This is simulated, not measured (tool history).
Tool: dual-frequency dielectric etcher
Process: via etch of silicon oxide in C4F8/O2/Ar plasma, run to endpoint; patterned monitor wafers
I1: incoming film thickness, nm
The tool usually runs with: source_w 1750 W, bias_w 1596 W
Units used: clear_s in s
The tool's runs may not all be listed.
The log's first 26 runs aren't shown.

Run 27, hour 325.8: usual settings but source_w 1550 W, bias_w 1901 W; I1 937.7. Result: clear_s 216.8 s.
Run 28, hour 342.7: usual settings; I1 939.4. Result: clear_s 215.5 s.
Run 29, hour 349.1: usual settings but source_w 2050 W, bias_w 1342 W; I1 936.1. Result: clear_s 211.5 s.
Run 30, hour 355.4: usual settings; I1 928.1. Result: clear_s 216.1 s.
Run 31, hour 384.0: usual settings; I1 934.2. Result: clear_s 215.8 s.
Run 32, hour 396.7: usual settings; I1 940.0. Result: clear_s 215.3 s.
Run 33, hour 408.9: usual settings but source_w 1950 W, bias_w 1214 W; I1 934.8. Result: clear_s 222.9 s.
Run 34, hour 426.2: usual settings; I1 948.9. Result: clear_s 218.3 s.

5 ways to go on from here, each from the tool as it stands after run 34. What would each give?
Run A, hour 426.7: usual settings but source_w 1430 W; I1 938.8. Result: clear_s ?.
Run B, hour 426.7: usual settings but source_w 2170 W, bias_w 1344 W; I1 938.8. Result: clear_s ?.
Run C, hour 426.7: usual settings but source_w 1480 W, bias_w 1857 W; I1 938.8. Result: clear_s ?.
Run D, hour 426.7: usual settings but bias_w 1344 W; I1 938.8. Result: clear_s ?.
Run E, hour 426.7: usual settings but source_w 2150 W, bias_w 1432 W; I1 938.8. Result: clear_s ?.

run  clear_s
  A    235.0
  B    209.9
  C    220.7
  D    229.0
  E    206.6
Take away the tool's hidden state, keep each run's random variation, and the runs would have read:
run  clear_s
  A    239.6
  B    214.0
  C    225.0
  D    233.5
  E    210.6
